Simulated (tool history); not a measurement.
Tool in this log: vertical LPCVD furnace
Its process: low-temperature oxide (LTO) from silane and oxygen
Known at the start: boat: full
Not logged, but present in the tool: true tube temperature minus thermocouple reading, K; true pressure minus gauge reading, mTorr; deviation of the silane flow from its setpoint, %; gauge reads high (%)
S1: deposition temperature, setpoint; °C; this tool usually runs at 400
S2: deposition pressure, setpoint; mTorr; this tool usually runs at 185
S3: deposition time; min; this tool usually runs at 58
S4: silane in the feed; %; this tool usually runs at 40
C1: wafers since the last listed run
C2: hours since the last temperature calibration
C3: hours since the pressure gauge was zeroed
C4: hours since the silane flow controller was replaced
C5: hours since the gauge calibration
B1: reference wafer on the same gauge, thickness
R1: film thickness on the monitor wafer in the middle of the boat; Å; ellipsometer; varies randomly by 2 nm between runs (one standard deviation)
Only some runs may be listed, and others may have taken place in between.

| run | hour | S1 | S2 | S3 | S4 | C1 | C2 | C3 | C4 | C5 | B1 | R1 |
|---|---|---|---|---|---|---|---|---|---|---|---|---|
| 1 | 0 | 400 | 185 | 58 | 37 | 0 | 1201.8 | 4275.4 | 3268.1 | 278.7 | 529.42 | 4075.2 |
| 2 | 80.1 | 400 | 185 | 58 | 40 | 934 | 1281.9 | 4355.5 | 3348.2 | 358.8 | 530.68 | 4422.7 |
| 3 | 158.2 | 400 | 185 | 58 | 40 | 911 | 1360 | 4433.6 | 3426.3 | 436.9 | 528.62 | 4488.8 |
| 4 | 259.7 | 400 | 185 | 58 | 40 | 1184 | 1461.5 | 4535.1 | 3527.8 | 538.4 | 529.09 | 4463.9 |
| 5 | 355.4 | 400 | 185 | 58 | 40 | 1116 | 1557.2 | 4630.8 | 3623.5 | 634.1 | 530.56 | 4460.6 |
| 6 | 398.6 | 400 | 185 | 58 | 40 | 504 | 1600.4 | 4674 | 3666.7 | 677.3 | 529.16 | 4466.4 |
|  | 406.5 | gauge calibrated |
| 7 | 502.2 | 400 | 185 | 58 | 40 | 1209 | 1704 | 4777.6 | 3770.3 | 95.7 | 530.51 | 4481.3 |
| 8 | 599.1 | 396 | 185 | 58 | 35 | 1130 | 1800.9 | 4874.5 | 3867.2 | 192.6 | 529.89 | 3608.9 |
|  | 654.8 | pressure gauge zeroed |
|  | 660.8 | silane flow controller replaced |
| 9 | 661.3 | 408 | 185 | 58 | 37 | 375 | 1863.1 | 6.5 | 0.5 | 254.8 | 530.32 | 4445.6 |
|  | 723.3 | thermocouples replaced and temperature profile calibrated |
| 10 | 723.8 | 390 | 185 | 73 | 35 | 449 | 0.5 | 69 | 63 | 317.3 | 529.94 | 4188.6 |
| 11 | 795.4 | 400 | 185 | 48 | 44 | 835 | 72.1 | 140.6 | 134.6 | 388.9 | 530.02 | 4090.4 |
| 12 | 900.1 | 400 | 185 | 58 | 40 | 1222 | 176.8 | 245.3 | 239.3 | 493.6 | 529.8 | 4490.2 |
|  | 943.8 | gauge calibrated |
| 13 | 1002.2 | 400 | 170 | 65 | 40 | 1191 | 278.9 | 347.4 | 341.4 | 58.4 | 530.59 | 4603.3 |
| 14 | 1066.1 | 400 | 155 | 68 | 46 | 745 | 342.8 | 411.3 | 405.3 | 122.3 | 530.28 | 5064.6 |

Each row is a separate what-if for the run after 14, all from the same tool condition, not one after another. Results?
| A | 1071.6 | 405 | 185 | 58 | 40 | 64 | 348.3 | 416.8 | 410.8 | 127.8 | ? | ? |
| B | 1071.6 | 400 | 220 | 76.5 | 40 | 64 | 348.3 | 416.8 | 410.8 | 127.8 | ? | ? |
| C | 1071.6 | 388 | 155 | 51.5 | 37 | 64 | 348.3 | 416.8 | 410.8 | 127.8 | ? | ? |
| D | 1071.6 | 410 | 225 | 58 | 40 | 64 | 348.3 | 416.8 | 410.8 | 127.8 | ? | ? |
| E | 1071.6 | 400 | 185 | 58 | 34 | 64 | 348.3 | 416.8 | 410.8 | 127.8 | ? | ? |

| run | B1 | R1 |
|---|---|---|
| A | 530.66 | 4714.3 |
| B | 530.66 | 7001.5 |
| C | 530.66 | 2625.1 |
| D | 530.66 | 6049 |
| E | 530.66 | 3624.9 |
With the hidden condition removed and each run's random variation left untouched, the same runs would have given:
| run | R1 |
|---|---|
| A | 4714.3 |
| B | 7001.5 |
| C | 2625.1 |
| D | 6049 |
| E | 3624.9 |
